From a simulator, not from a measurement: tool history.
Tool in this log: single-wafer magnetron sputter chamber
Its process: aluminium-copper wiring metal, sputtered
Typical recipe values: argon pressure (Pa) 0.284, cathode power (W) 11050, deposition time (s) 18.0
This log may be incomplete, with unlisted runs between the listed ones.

run	hour	argon pressure (Pa)	cathode power (W)	deposition time (s)	wafers since the last listed run	wafers on the sputter target	hours since the last manometer calibration	hours since the magnet pack was replaced	hours since the gauge calibration	read-back reference wafer on the same gauge, thickness_nm	mean film thickness on the monitor wafer (nm)
1	0.0	0.257	11050	18.0	0	3573	984.3	10725.6	788.3	354.473	396.950
# hour 249.9: sputter target and shields replaced
2	321.1	0.257	11050	18.0	4397	999	1305.4	11046.7	1109.4	356.869	396.709
3	404.4	0.284	11050	18.0	1169	2169	1388.7	11130.0	1192.7	357.162	396.380
# hour 494.7: capacitance manometer re-zeroed and calibrated
4	510.4	0.366	9000	18.0	1376	3545	15.7	11236.0	1298.7	357.068	313.303
5	584.4	0.366	9000	18.0	1039	4585	89.7	11310.0	1372.7	357.683	310.565
6	648.5	0.284	11050	18.0	900	5485	153.8	11374.1	1436.8	357.737	395.352
7	685.1	0.284	11050	18.0	514	5999	190.4	11410.7	1473.4	357.715	396.298
# hour 756.9: sputter target and shields replaced
8	763.0	0.284	11050	18.0	981	85	268.3	11488.6	1551.3	358.094	393.760
9	831.5	0.284	11050	18.0	962	1047	336.8	11557.1	1619.8	357.849	392.892
10	920.8	0.284	11050	18.0	1254	2301	426.1	11646.4	1709.1	358.234	395.406
11	998.2	0.284	11050	18.0	1087	3388	503.5	11723.8	1786.5	358.273	392.473
12	1090.7	0.375	11050	18.0	1299	4687	596.0	11816.3	1879.0	358.593	379.477
13	1135.4	0.341	9950	21.3	627	5315	640.7	11861.0	1923.7	358.961	413.664
# hour 1158.2: sputter target and shields replaced
14	1189.9	0.284	11050	18.0	653	445	695.2	11915.5	1978.2	359.189	396.019
15	1297.4	0.193	9350	15.7	1509	1954	802.7	12023.0	2085.7	359.154	303.169
16	1346.0	0.344	8850	21.3	682	2637	851.3	12071.6	2134.3	359.388	368.697
17	1421.2	0.386	11050	18.0	1056	3693	926.5	12146.8	2209.5	359.263	380.161
# hour 1422.5: gauge calibrated
# hour 1543.8: sputter target and shields replaced
18	1625.2	0.284	11050	20.4	2752	1143	1130.5	12350.8	202.7	349.010	435.023
# hour 1638.2: magnet pack replaced
# hour 1766.1: capacitance manometer re-zeroed and calibrated
19	1919.3	0.186	11050	18.0	3905	5049	153.2	281.1	496.8	352.614	406.843
# hour 2020.6: sputter target and shields replaced
20	2021.1	0.354	12700	20.0	1317	6	255.0	382.9	598.6	353.767	488.427
21	2066.0	0.368	12450	17.1	630	637	299.9	427.8	643.5	354.237	407.742
22	2113.8	0.202	11050	15.0	671	1308	347.7	475.6	691.3	354.853	339.029
23	2211.8	0.284	11050	18.0	1376	2685	445.7	573.6	789.3	355.559	394.949

3 ways to go on from here, each from the tool as it stands after run 23. What would each give?
A	2212.2	0.198	11050	18.0	5	2690	446.1	574.0	789.7	?	?
B	2212.2	0.214	11050	18.0	5	2690	446.1	574.0	789.7	?	?
C	2212.2	0.284	9350	18.0	5	2690	446.1	574.0	789.7	?	?

run	read-back reference wafer on the same gauge, thickness_nm	mean film thickness on the monitor wafer (nm)
A	355.748	403.655
B	355.748	401.069
C	355.748	330.012
With no hidden state in the tool, these same runs would have given:
run	mean film thickness on the monitor wafer (nm)
A	393.008
B	390.489
C	321.307

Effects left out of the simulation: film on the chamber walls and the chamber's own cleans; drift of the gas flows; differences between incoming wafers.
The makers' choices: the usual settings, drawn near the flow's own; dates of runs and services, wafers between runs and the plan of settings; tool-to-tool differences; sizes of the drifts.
